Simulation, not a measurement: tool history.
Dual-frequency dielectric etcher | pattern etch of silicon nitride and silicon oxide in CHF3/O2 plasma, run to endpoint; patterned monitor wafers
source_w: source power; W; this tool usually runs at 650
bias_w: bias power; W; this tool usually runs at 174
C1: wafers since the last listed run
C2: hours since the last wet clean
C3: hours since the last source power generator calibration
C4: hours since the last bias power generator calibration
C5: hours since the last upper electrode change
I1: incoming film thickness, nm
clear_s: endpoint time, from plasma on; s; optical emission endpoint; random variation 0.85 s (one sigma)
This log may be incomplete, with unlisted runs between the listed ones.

Run 1, hour 0: usual settings; C1 0; C2 218.8; C3 1913; C4 1904.8; C5 3628.7; I1 258.6. Result: clear_s 155.1 s.
Run 2, hour 34.6: usual settings; C1 295; C2 253.4; C3 1947.6; C4 1939.4; C5 3663.3; I1 261.5. Result: clear_s 157 s.
Run 3, hour 83.1: usual settings; C1 414; C2 301.9; C3 1996.1; C4 1987.9; C5 3711.8; I1 258.7. Result: clear_s 153.2 s.
Run 4, hour 149.1: usual settings; C1 564; C2 367.9; C3 2062.1; C4 2053.9; C5 3777.8; I1 259.8. Result: clear_s 155.2 s.
Run 5, hour 187.9: usual settings but source_w 710 W, bias_w 155 W; C1 331; C2 406.7; C3 2100.9; C4 2092.7; C5 3816.6; I1 263.1. Result: clear_s 157.5 s.
At hour 240.7: source power generator calibrated.
Run 6, hour 250.6: usual settings but source_w 710 W, bias_w 155 W; C1 502; C2 469.4; C3 9.9; C4 2155.4; C5 3879.3; I1 258.6. Result: clear_s 154 s.
Run 7, hour 293: usual settings but source_w 710 W, bias_w 155 W; C1 362; C2 511.8; C3 52.3; C4 2197.8; C5 3921.7; I1 259. Result: clear_s 155.5 s.
Run 8, hour 323.9: usual settings; C1 264; C2 542.7; C3 83.2; C4 2228.7; C5 3952.6; I1 260.6. Result: clear_s 154.7 s.
At hour 374.6: wet clean of the chamber, repeated, since the last time left the tool worse.
Run 9, hour 378.5: usual settings but source_w 580 W; C1 261; C2 3.9; C3 137.8; C4 2283.3; C5 4007.2; I1 260.8. Result: clear_s 174.4 s.
Run 10, hour 442: usual settings but source_w 580 W; C1 543; C2 67.4; C3 201.3; C4 2346.8; C5 4070.7; I1 260.4. Result: clear_s 175.1 s.
Run 11, hour 508.9: usual settings but source_w 740 W, bias_w 141 W; C1 572; C2 134.3; C3 268.2; C4 2413.7; C5 4137.6; I1 258.3. Result: clear_s 167.5 s.
Run 12, hour 639.1: usual settings; C1 1113; C2 264.5; C3 398.4; C4 2543.9; C5 4267.8; I1 261.5. Result: clear_s 161.6 s.
Run 13, hour 695.8: usual settings but source_w 790 W, bias_w 137 W; C1 484; C2 321.2; C3 455.1; C4 2600.6; C5 4324.5; I1 261.5. Result: clear_s 161.9 s.
Run 14, hour 742.1: usual settings but source_w 710 W, bias_w 134 W; C1 395; C2 367.5; C3 501.4; C4 2646.9; C5 4370.8; I1 256.8. Result: clear_s 171.7 s.
Run 15, hour 790: usual settings but source_w 730 W, bias_w 202 W; C1 409; C2 415.4; C3 549.3; C4 2694.8; C5 4418.7; I1 262.1. Result: clear_s 144.9 s.
At hour 856.8: upper electrode replaced.
Run 16, hour 857.3: usual settings but source_w 570 W, bias_w 138 W; C1 370; C2 482.7; C3 616.6; C4 2762.1; C5 0.5; I1 259.5. Result: clear_s 191.7 s.
Run 17, hour 871.1: usual settings but source_w 780 W; C1 118; C2 496.5; C3 630.4; C4 2775.9; C5 14.3; I1 260.1. Result: clear_s 147 s.
At hour 885: bias power generator calibrated.
At hour 930.7: wet clean of the chamber.
Run 18, hour 934.2: usual settings but source_w 770 W, bias_w 216 W; C1 300; C2 3.5; C3 693.5; C4 49.2; C5 77.4; I1 260.4. Result: clear_s 137.1 s.
Run 19, hour 965: usual settings but bias_w 212 W; C1 263; C2 34.3; C3 724.3; C4 80; C5 108.2; I1 260.9. Result: clear_s 152.1 s.
Run 20, hour 1017.3: usual settings but source_w 710 W, bias_w 204 W; C1 447; C2 86.6; C3 776.6; C4 132.3; C5 160.5; I1 259.8. Result: clear_s 145.4 s.
Run 21, hour 1048.4: usual settings but source_w 510 W, bias_w 137 W; C1 265; C2 117.7; C3 807.7; C4 163.4; C5 191.6; I1 264.1. Result: clear_s 212.6 s.
Run 22, hour 1109: usual settings but source_w 510 W, bias_w 186 W; C1 518; C2 178.3; C3 868.3; C4 224; C5 252.2; I1 262.7. Result: clear_s 183.4 s.
Run 23, hour 1154.1: usual settings but source_w 810 W, bias_w 146 W; C1 385; C2 223.4; C3 913.4; C4 269.1; C5 297.3; I1 259. Result: clear_s 156.2 s.
Run 24, hour 1185.6: usual settings; C1 269; C2 254.9; C3 944.9; C4 300.6; C5 328.8; I1 261.5. Result: clear_s 163.6 s.
Run 25, hour 1240.9: usual settings but source_w 500 W, bias_w 185 W; C1 472; C2 310.2; C3 1000.2; C4 355.9; C5 384.1; I1 259.4. Result: clear_s 185.9 s.
Run 26, hour 1271.7: usual settings; C1 263; C2 341; C3 1031; C4 386.7; C5 414.9; I1 262.5. Result: clear_s 163.5 s.
Run 27, hour 1341.6: usual settings; C1 597; C2 410.9; C3 1100.9; C4 456.6; C5 484.8; I1 260.7. Result: clear_s 161.6 s.
Run 28, hour 1399.2: usual settings; C1 492; C2 468.5; C3 1158.5; C4 514.2; C5 542.4; I1 260.2. Result: clear_s 162.1 s.
Run 29, hour 1423.7: usual settings; C1 209; C2 493; C3 1183; C4 538.7; C5 566.9; I1 262.9. Result: clear_s 162.7 s.
Run 30, hour 1492.3: usual settings but source_w 790 W, bias_w 161 W; C1 586; C2 561.6; C3 1251.6; C4 607.3; C5 635.5; I1 262.7. Result: clear_s 152.5 s.
At hour 1552.3: wet clean of the chamber.
Run 31, hour 1552.8: usual settings but source_w 720 W, bias_w 139 W; C1 312; C2 0.5; C3 1312.1; C4 667.8; C5 696; I1 260.9. Result: clear_s 175.7 s.
Run 32, hour 1591.4: usual settings; C1 330; C2 39.1; C3 1350.7; C4 706.4; C5 734.6; I1 260. Result: clear_s 163.8 s.
Run 33, hour 1631.6: usual settings but bias_w 211 W; C1 343; C2 79.3; C3 1390.9; C4 746.6; C5 774.8; I1 264.9. Result: clear_s 155.1 s.
Run 34, hour 1703.4: usual settings but source_w 760 W, bias_w 193 W; C1 614; C2 151.1; C3 1462.7; C4 818.4; C5 846.6; I1 261.4. Result: clear_s 145 s.
Run 35, hour 1761.3: usual settings but source_w 720 W; C1 495; C2 209; C3 1520.6; C4 876.3; C5 904.5; I1 260.6. Result: clear_s 155.5 s.
Run 36, hour 1813.3: usual settings but source_w 730 W, bias_w 218 W; C1 444; C2 261; C3 1572.6; C4 928.3; C5 956.5; I1 259. Result: clear_s 139.8 s.

3 ways to go on from here, each from the tool as it stands after run 36. What would each give?
Run A, hour 1813.8: usual settings but source_w 540 W; C1 4; C2 261.5; C3 1573.1; C4 928.8; C5 957; I1 258.3. Result: clear_s ?.
Run B, hour 1813.8: usual settings but source_w 730 W, bias_w 208 W; C1 4; C2 261.5; C3 1573.1; C4 928.8; C5 957; I1 258.3. Result: clear_s ?.
Run C, hour 1813.8: usual settings but bias_w 153 W; C1 4; C2 261.5; C3 1573.1; C4 928.8; C5 957; I1 258.3. Result: clear_s ?.

run  clear_s
  A    180.8
  B      141
  C    172.2
The same runs, with their run-to-run variation unchanged, on a tool lacking any hidden condition would have given:
run  clear_s
  A    181.8
  B    141.8
  C    173.2
